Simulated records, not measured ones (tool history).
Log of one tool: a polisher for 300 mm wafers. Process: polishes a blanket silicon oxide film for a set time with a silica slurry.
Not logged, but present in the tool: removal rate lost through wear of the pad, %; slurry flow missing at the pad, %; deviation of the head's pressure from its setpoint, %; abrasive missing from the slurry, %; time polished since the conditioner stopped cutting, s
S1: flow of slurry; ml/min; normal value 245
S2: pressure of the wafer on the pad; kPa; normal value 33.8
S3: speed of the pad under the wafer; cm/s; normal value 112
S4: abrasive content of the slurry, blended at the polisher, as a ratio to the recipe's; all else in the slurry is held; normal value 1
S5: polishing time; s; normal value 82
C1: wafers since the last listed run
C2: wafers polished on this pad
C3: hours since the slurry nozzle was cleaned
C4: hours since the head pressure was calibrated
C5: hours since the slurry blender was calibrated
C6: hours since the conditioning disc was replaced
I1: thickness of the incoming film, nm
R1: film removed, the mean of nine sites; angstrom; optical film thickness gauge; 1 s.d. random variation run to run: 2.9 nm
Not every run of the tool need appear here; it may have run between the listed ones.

run     day   S1    S2   S3    S4  S5   C1    C2     C3     C4     C5     C6      I1    R1
  1       0  285  33.8  130     1  82    0    44  336.3  568.8   59.5  138.5  1005.6  3895
  2   2.712  245  33.8  132   0.8  82  716   760  401.4  633.9  124.6  203.6   979.6  3403
      5.438  -- conditioning disc replaced and pad reconditioned
  3   5.596  245  33.8  112     1  82  739  1500  470.6  703.1  193.8    3.8  1011.7  3249
      6.675  -- worn pad replaced by a new one
      7.362  -- slurry blender recalibrated
  4   8.138  245  33.8  112     1  82  605   364  531.6  764.1   18.6   64.8  1011.7  3455
  5   9.396  245  33.8  112     1  82  332   696  561.8  794.3   48.8     95     995  3385
     12.025  -- slurry nozzle cleaned
  6  12.046  205  33.8  112     1  82  688  1385    0.5  857.9  112.4  158.6  1019.4  3343
     12.729  -- head pressure recalibrated
  7  13.912  310  33.8  112     1  82  470  1856   45.3   28.4  157.2  203.4   991.1  3374
     14.725  -- worn pad replaced by a new one
     15.117  -- slurry blender recalibrated
  8  15.367  245  33.8  112     1  82  317   147   80.2   63.3      6  238.3  1000.7  3551
     15.929  -- conditioning disc replaced and pad reconditioned
  9  17.954  245  33.8  112     1  82  661   808  142.3  125.4   68.1   48.6   985.6  3453
 10   20.65  290  39.3  112  1.15  82  711  1520    207  190.1  132.8  113.3     992  4009
     21.667  -- worn pad replaced by a new one
 11  22.588  245  33.8   78     1  65  467   243  253.5  236.6  179.3  159.8   993.2  2009
 12  23.917  245  33.8  112     1  82  350   594  285.4  268.5  211.2  191.7   991.7  3209
     24.621  -- slurry blender recalibrated
 13  25.021  245  33.8  148   0.7  82  269   864  311.9    295    9.6  218.2   993.1  3688
 14    26.7  245  30.3  136     1  82  443  1307  352.2  335.3   49.9  258.5  1004.4  3737
     27.446  -- conditioning disc replaced and pad reconditioned
     28.012  -- worn pad replaced by a new one
 15  28.133  245  33.8  112     1  82  312    32  386.6  369.7   84.3   16.5   993.7  3434
 16  29.554  245  33.8   78     1  82  375   407  420.7  403.8  118.4   50.6  1009.7  2534
 17  32.525  245  33.8  112  0.85  82  784  1191    492  475.1  189.7  121.9   984.3  2979
     33.333  -- slurry blender recalibrated
       35.3  -- worn pad replaced by a new one
 18  35.333  325  33.8  112     1  82  675     8  559.4  542.5     48  189.3    1013  3459
 19  36.592  325  33.8  136     1  82  332   340  589.6  572.7   78.2  219.5   996.5  3984

Same runs, no hidden state in the tool, same run-to-run variation:
run    R1
  1  4041
  2  3659
  3  3589
  4  3558
  5  3532
  6  3500
  7  3597
  8  3574
  9  3556
 10  4221
 11  2168
 12  3515
 13  3731
 14  3838
 15  3578
 16  2680
 17  3279
 18  3629
 19  4238
